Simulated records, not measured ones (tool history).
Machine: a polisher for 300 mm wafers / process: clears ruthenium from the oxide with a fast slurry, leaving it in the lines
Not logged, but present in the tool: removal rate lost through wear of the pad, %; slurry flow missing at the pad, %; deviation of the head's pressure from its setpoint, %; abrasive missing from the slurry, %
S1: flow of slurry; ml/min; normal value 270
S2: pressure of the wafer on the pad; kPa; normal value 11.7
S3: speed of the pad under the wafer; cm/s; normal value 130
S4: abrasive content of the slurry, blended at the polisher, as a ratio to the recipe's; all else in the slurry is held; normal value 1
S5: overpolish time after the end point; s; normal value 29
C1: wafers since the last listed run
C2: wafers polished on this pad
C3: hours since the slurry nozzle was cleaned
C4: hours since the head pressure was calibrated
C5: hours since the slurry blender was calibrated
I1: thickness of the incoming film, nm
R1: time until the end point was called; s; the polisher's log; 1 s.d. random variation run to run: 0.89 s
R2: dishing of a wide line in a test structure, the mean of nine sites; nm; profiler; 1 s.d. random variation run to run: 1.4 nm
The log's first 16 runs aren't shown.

run     day   S1    S2   S3    S4  S5   C1   C2     C3     C4     C5     I1     R1    R2
 17   8.354  270  11.7  130     1  29  113  497  730.1   63.1   68.6  278.5   81.4  65.9
 18   9.092  270  11.7  116     1  14  164  662  747.8   80.8   86.3    281   93.1  32.3
       9.35  -- slurry nozzle cleaned
      9.588  -- worn pad replaced by a new one
 19   9.608  270  11.7  130     1  17   68    5    6.2   93.2   98.7  283.8   80.4  43.2
 20   9.833  270  15.2  118  1.15  29   50   55   11.6   98.6  104.1  277.5   64.7  79.1
 21  10.521  200  11.7  130     1  37  153  208   28.1  115.1  120.6  282.1   87.7  75.9
 22  11.079  270  11.7  130     1  29  124  333   41.5  128.5    134  274.3   80.3  63.1
 23  11.492  270  13.8  130     1  29   92  425   51.4  138.4  143.9  278.2   71.1  68.9
 24  11.792  270  15.2  150  1.15  22   67  493   58.6  145.6  151.1  275.7   53.4  72.5
 25  12.521  270  11.7  130     1  29  162  656   76.1  163.1  168.6  278.7   85.1  62.5
 26  12.962  270  11.7  130     1  29   98  754   86.7  173.7  179.2  278.6   86.7  64.6
     13.417  -- worn pad replaced by a new one
 27   13.45  270  13.1  154  0.85  18   71    7   98.4  185.4  190.9  282.9   67.3  53.3
 28  13.996  270  11.7  130     1  29  122  129  111.5  198.5    204  282.5   84.6  64.9
 29  14.404  270   8.3   88  0.85  29   91  220  121.3  208.3  213.8  275.8  185.8  33.9
 30  15.129  215  11.7  130  0.85  29  162  382  138.7  225.7  231.2  279.5   93.5  59.7

Consider 3 possible next runs. They are alternatives, not a sequence: every one starts from the tool as it was left by run 30. What does each give?
  A  15.15  270  11.7  130   1  43   4  387  139.2  226.2  231.7  281   ?   ?
  B  15.15  270  13.8  108   1  29   4  387  139.2  226.2  231.7  281   ?   ?
  C  15.15  320  11.7  112   1  29   4  387  139.2  226.2  231.7  281   ?   ?

run    R1    R2
  A  86.5  83.7
  B  88.5  63.5
  C  98.7  58.7
Had the tool no hidden state, the same runs would have come out as:
run    R1    R2
  A  75.3  90.6
  B    77    70
  C  85.9  64.9
